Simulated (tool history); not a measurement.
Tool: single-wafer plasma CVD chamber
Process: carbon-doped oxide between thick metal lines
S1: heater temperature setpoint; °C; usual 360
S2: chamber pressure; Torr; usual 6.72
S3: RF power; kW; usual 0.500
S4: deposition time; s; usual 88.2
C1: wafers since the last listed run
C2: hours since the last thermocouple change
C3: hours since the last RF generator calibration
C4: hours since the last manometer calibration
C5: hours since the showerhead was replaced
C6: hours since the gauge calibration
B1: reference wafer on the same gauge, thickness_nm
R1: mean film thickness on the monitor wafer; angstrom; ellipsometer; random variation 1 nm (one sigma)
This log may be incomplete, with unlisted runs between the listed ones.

| run | hour | S1 | S2 | S3 | S4 | C1 | C2 | C3 | C4 | C5 | C6 | B1 | R1 |
|---|---|---|---|---|---|---|---|---|---|---|---|---|---|
| 1 | 0.0 | 351 | 6.72 | 0.475 | 88.2 | 0 | 1481.1 | 1194.4 | 2081.8 | 2715.9 | 80.1 | 338.953 | 4033.75 |
| 2 | 11.6 | 351 | 6.72 | 0.475 | 88.2 | 186 | 1492.7 | 1206.0 | 2093.4 | 2727.5 | 91.7 | 338.885 | 4026.08 |
| 3 | 18.8 | 360 | 6.72 | 0.500 | 88.2 | 115 | 1499.9 | 1213.2 | 2100.6 | 2734.7 | 98.9 | 338.865 | 4133.07 |
| 4 | 36.3 | 360 | 6.72 | 0.500 | 88.2 | 281 | 1517.4 | 1230.7 | 2118.1 | 2752.2 | 116.4 | 339.114 | 4122.97 |
| 5 | 51.2 | 360 | 6.72 | 0.500 | 88.2 | 239 | 1532.3 | 1245.6 | 2133.0 | 2767.1 | 131.3 | 338.830 | 4141.78 |
| 6 | 57.8 | 360 | 6.72 | 0.500 | 88.2 | 106 | 1538.9 | 1252.2 | 2139.6 | 2773.7 | 137.9 | 339.020 | 4130.75 |
| 7 | 74.7 | 360 | 6.72 | 0.500 | 88.2 | 271 | 1555.8 | 1269.1 | 2156.5 | 2790.6 | 154.8 | 339.151 | 4128.74 |
| 8 | 88.7 | 360 | 6.72 | 0.500 | 88.2 | 225 | 1569.8 | 1283.1 | 2170.5 | 2804.6 | 168.8 | 338.997 | 4111.16 |
|  | 104.0 | gauge calibrated |
| 9 | 106.6 | 360 | 6.72 | 0.500 | 88.2 | 287 | 1587.7 | 1301.0 | 2188.4 | 2822.5 | 2.6 | 339.036 | 4131.71 |
|  | 125.2 | capacitance manometer re-zeroed and calibrated |
| 10 | 125.7 | 360 | 6.72 | 0.500 | 88.2 | 178 | 1606.8 | 1320.1 | 0.5 | 2841.6 | 21.7 | 339.117 | 4117.59 |
| 11 | 137.2 | 360 | 6.72 | 0.500 | 88.2 | 184 | 1618.3 | 1331.6 | 12.0 | 2853.1 | 33.2 | 338.785 | 4131.47 |
| 12 | 149.1 | 370 | 5.28 | 0.450 | 98.1 | 191 | 1630.2 | 1343.5 | 23.9 | 2865.0 | 45.1 | 339.016 | 3988.14 |
|  | 161.8 | RF generator calibrated |
| 13 | 162.3 | 360 | 7.33 | 0.500 | 88.2 | 83 | 1643.4 | 0.5 | 37.1 | 2878.2 | 58.3 | 339.190 | 4131.59 |
|  | 183.1 | thermocouple changed; heater temperature recalibrated |
| 14 | 213.5 | 365 | 6.72 | 0.500 | 71.5 | 694 | 30.4 | 51.7 | 88.3 | 2929.4 | 109.5 | 338.936 | 3316.29 |
| 15 | 224.0 | 360 | 6.72 | 0.500 | 88.2 | 168 | 40.9 | 62.2 | 98.8 | 2939.9 | 120.0 | 338.986 | 4105.61 |
|  | 247.3 | showerhead replaced |
| 16 | 247.8 | 360 | 8.11 | 0.500 | 88.2 | 254 | 64.7 | 86.0 | 122.6 | 0.5 | 143.8 | 339.164 | 4159.41 |
| 17 | 248.1 | 366 | 6.72 | 0.500 | 79.7 | 4 | 65.0 | 86.3 | 122.9 | 0.8 | 144.1 | 339.065 | 3682.24 |
| 18 | 279.5 | 360 | 6.72 | 0.500 | 88.2 | 505 | 96.4 | 117.7 | 154.3 | 32.2 | 175.5 | 339.032 | 4128.16 |
| 19 | 293.4 | 360 | 6.72 | 0.565 | 88.2 | 223 | 110.3 | 131.6 | 168.2 | 46.1 | 189.4 | 339.179 | 4535.51 |
|  | 300.5 | gauge calibrated |
| 20 | 310.3 | 360 | 6.72 | 0.565 | 80.7 | 271 | 127.2 | 148.5 | 185.1 | 63.0 | 9.8 | 339.201 | 4173.64 |

Each row is a separate what-if for the run after 20, all from the same tool condition, not one after another. Results?
| A | 310.7 | 360 | 8.20 | 0.500 | 88.2 | 6 | 127.6 | 148.9 | 185.5 | 63.4 | 10.2 | ? | ? |
| B | 310.7 | 353 | 5.55 | 0.500 | 96.8 | 6 | 127.6 | 148.9 | 185.5 | 63.4 | 10.2 | ? | ? |
| C | 310.7 | 360 | 6.72 | 0.445 | 76.0 | 6 | 127.6 | 148.9 | 185.5 | 63.4 | 10.2 | ? | ? |
| D | 310.7 | 360 | 8.02 | 0.500 | 88.2 | 6 | 127.6 | 148.9 | 185.5 | 63.4 | 10.2 | ? | ? |
| E | 310.7 | 369 | 6.72 | 0.500 | 95.4 | 6 | 127.6 | 148.9 | 185.5 | 63.4 | 10.2 | ? | ? |

| run | B1 | R1 |
|---|---|---|
| A | 339.158 | 4180.06 |
| B | 339.158 | 4503.94 |
| C | 339.158 | 3195.25 |
| D | 339.158 | 4174.00 |
| E | 339.158 | 4380.63 |
With no hidden state in the tool, these same runs would have given:
| run | R1 |
|---|---|
| A | 4180.06 |
| B | 4503.94 |
| C | 3195.25 |
| D | 4174.00 |
| E | 4380.63 |
